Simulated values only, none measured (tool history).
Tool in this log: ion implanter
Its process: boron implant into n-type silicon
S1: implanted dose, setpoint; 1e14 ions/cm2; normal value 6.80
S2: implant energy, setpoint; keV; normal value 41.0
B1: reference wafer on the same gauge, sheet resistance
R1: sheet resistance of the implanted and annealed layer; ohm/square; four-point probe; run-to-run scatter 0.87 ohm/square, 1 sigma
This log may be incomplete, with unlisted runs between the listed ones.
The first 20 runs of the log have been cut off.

run	hour	S1	S2	B1	R1
21	535.3	6.80	41.0	142.56	153.97
22	561.7	6.80	35.5	142.82	155.75
23	578.8	6.80	41.0	142.72	154.38
24	612.0	8.09	29.0	142.88	136.41
25	648.7	6.80	41.0	143.29	156.85
26	667.6	6.80	41.0	143.43	153.75
27	685.5	7.42	45.0	143.46	141.87
28	708.2	8.06	41.0	143.59	136.11
29	721.6	5.27	41.0	143.76	190.33
30	750.5	5.53	31.0	143.78	188.04

Forecast run 31:
31	772.7	8.74	31.5	?	?

{"run 31": {"B1": 143.99, "R1": 129.95}}
On a tool with no hidden condition, and with the same random variation, this run would have come out at R1 127.26 ohm/square.
